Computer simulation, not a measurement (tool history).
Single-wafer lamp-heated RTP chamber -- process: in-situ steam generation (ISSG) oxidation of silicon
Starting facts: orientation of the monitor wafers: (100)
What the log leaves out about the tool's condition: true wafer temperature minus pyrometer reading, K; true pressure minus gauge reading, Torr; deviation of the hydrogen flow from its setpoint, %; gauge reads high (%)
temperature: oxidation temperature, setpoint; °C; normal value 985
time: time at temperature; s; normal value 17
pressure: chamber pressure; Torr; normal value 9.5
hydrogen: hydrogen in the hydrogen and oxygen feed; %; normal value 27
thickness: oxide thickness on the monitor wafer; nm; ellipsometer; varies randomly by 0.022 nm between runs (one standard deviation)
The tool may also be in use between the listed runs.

run     day  temperature  time  pressure  hydrogen  wafers since the last listed run  wafers since the last pyrometer calibration  hours since the pressure gauge was zeroed  hours since the hydrogen flow controller was replaced  hours since the gauge calibration  read-back reference wafer on the same gauge, thickness  thickness
  1       0          985    17       9.5        27                                 0                                         1990                                     3915.3                                                 4785.6                             1012.3                                                   5.324      5.072
  2    1.75          985    17       9.5        27                               407                                         2397                                     3957.3                                                 4827.6                             1054.3                                                   5.318      5.093
  3   4.504          985    17       9.5        27                               641                                         3039                                     4023.4                                                 4893.7                             1120.4                                                   5.316      5.101
     11.288  -- pyrometer window cleaned and pyrometer calibrated
  4  11.308          985    17       9.5        27                              1506                                            4                                     4186.7                                                   5057                             1283.7                                                   5.321      5.207
  5  19.529          985    17       9.5        27                              1913                                         1918                                       4384                                                 5254.3                               1481                                                    5.31      5.244
  6  21.679          985    17       9.5        27                               500                                         2419                                     4435.6                                                 5305.9                             1532.6                                                   5.319      5.264
  7  23.729          985    17      10.1        30                               477                                         2896                                     4484.8                                                 5355.1                             1581.8                                                   5.308      5.334
     25.638  -- pyrometer window cleaned and pyrometer calibrated, repeated, since the last time left the tool worse
  8  26.633          985    17       8.4        27                               598                                          231                                     4554.5                                                 5424.8                             1651.5                                                    5.31      5.143
     27.521  -- gauge calibrated
  9  28.033          985    17       8.4        27                               325                                          557                                     4588.1                                                 5458.4                               12.3                                                   5.319      5.119
 10  29.717          985    19       8.7        27                               391                                          949                                     4628.5                                                 5498.8                               52.7                                                   5.319       5.36
     31.046  -- hydrogen flow controller replaced
 11  31.062          985    19       8.7        27                               235                                         1185                                     4660.8                                                    0.4                                 85                                                   5.305       5.39
 12  32.629          985    17       9.5        27                               364                                         1549                                     4698.4                                                     38                              122.6                                                   5.317      5.089
 13  34.512          985    17       9.5        27                               438                                         1988                                     4743.6                                                   83.2                              167.8                                                   5.306      5.114
 14  35.967          985    17       9.5        27                               338                                         2326                                     4778.5                                                  118.1                              202.7                                                   5.305      5.125
 15  37.133          978    15      10.2        19                               271                                         2598                                     4806.5                                                  146.1                              230.7                                                   5.314      4.275
 16  38.479          985    17      10.2        31                               313                                         2911                                     4838.8                                                  178.4                                263                                                   5.306      5.176
 17  40.229          985    17       9.5        18                               407                                         3319                                     4880.8                                                  220.4                                305                                                   5.307      4.661
 18  41.462          985    22       8.3        27                               287                                         3606                                     4910.4                                                    250                              334.6                                                   5.311       5.86
 19  43.962          968    17       9.5        27                               582                                         4188                                     4970.4                                                    310                              394.6                                                   5.298      4.826
 20  45.917          973    17       9.5        27                               454                                         4643                                     5017.3                                                  356.9                              441.5                                                   5.307       4.92
     46.517  -- pressure gauge zeroed
     49.733  -- pyrometer window cleaned and pyrometer calibrated
 21  52.612          968    24       9.5        23                              1403                                          670                                      146.3                                                  517.6                              602.2                                                   5.315      5.313
 22  55.196          985    17       9.5        30                               601                                         1271                                      208.3                                                  579.6                              664.2                                                   5.304      5.183
 23  57.638          977    23       8.8        31                               568                                         1840                                      266.9                                                  638.2                              722.8                                                   5.314      5.858
 24  60.125          978    17      10.2        24                               579                                         2419                                      326.6                                                  697.9                              782.5                                                   5.301      4.781
 25  62.617          985    21        10        27                               580                                         2999                                      386.4                                                  757.7                              842.3                                                   5.303      5.521
 26  64.925          985    17      10.2        27                               537                                         3536                                      441.8                                                  813.1                              897.7                                                   5.307      5.006
 27  66.858          985    17       8.5        31                               450                                         3986                                      488.2                                                  859.5                              944.1                                                   5.316      5.393
 28  71.425          985    14      10.2        27                              1063                                         5050                                      597.8                                                  969.1                             1053.7                                                   5.318      4.659
 29  74.171          985    17       9.5        27                               639                                         5689                                      663.7                                                   1035                             1119.6                                                   5.316      5.161
     74.792  -- pyrometer window cleaned and pyrometer calibrated
 30  76.821          985    17      10.1        30                               539                                          472                                      727.3                                                 1098.6                             1183.2                                                   5.315      5.115
 31  79.067          985    17       9.5        27                               522                                          995                                      781.2                                                 1152.5                             1237.1                                                   5.312      5.004
 32  81.904          977    15      10.2        18                               660                                         1656                                      849.3                                                 1220.6                             1305.2                                                   5.305      4.219

Hidden condition of the tool, last listed run before each entry between runs versus first listed run after:
Run 3 -> run 4: pyrometer window cleaned and pyrometer calibrated (day 11.288)
  true wafer temperature minus pyrometer reading, K: 3.81 -> 9.3
  measured value less the no-hidden-state value, thickness: +0.069 -> +0.174 nm
Run 7 -> run 8: pyrometer window cleaned and pyrometer calibrated, repeated, since the last time left the tool worse (day 25.638)
  true wafer temperature minus pyrometer reading, K: 12.6 -> 0.947
  measured value less the no-hidden-state value, thickness: +0.241 -> +0.017 nm
Run 8 -> run 9: gauge calibrated (day 27.521)
  true wafer temperature minus pyrometer reading, K: 0.947 -> 1.31
  measured value less the no-hidden-state value, thickness: +0.017 -> +0.024 nm
Run 10 -> run 11: hydrogen flow controller replaced (day 31.046)
  true wafer temperature minus pyrometer reading, K: 1.75 -> 2.11
  measured value less the no-hidden-state value, thickness: +0.035 -> +0.042 nm
Run 20 -> run 21: pressure gauge zeroed (day 46.517); pyrometer window cleaned and pyrometer calibrated (day 49.733)
  true wafer temperature minus pyrometer reading, K: 6 -> 1.28
  measured value less the no-hidden-state value, thickness: +0.097 -> +0.024 nm
Run 29 -> run 30: pyrometer window cleaned and pyrometer calibrated (day 74.792)
  true wafer temperature minus pyrometer reading, K: 6.92 -> 0.755
  measured value less the no-hidden-state value, thickness: +0.127 -> +0.014 nm

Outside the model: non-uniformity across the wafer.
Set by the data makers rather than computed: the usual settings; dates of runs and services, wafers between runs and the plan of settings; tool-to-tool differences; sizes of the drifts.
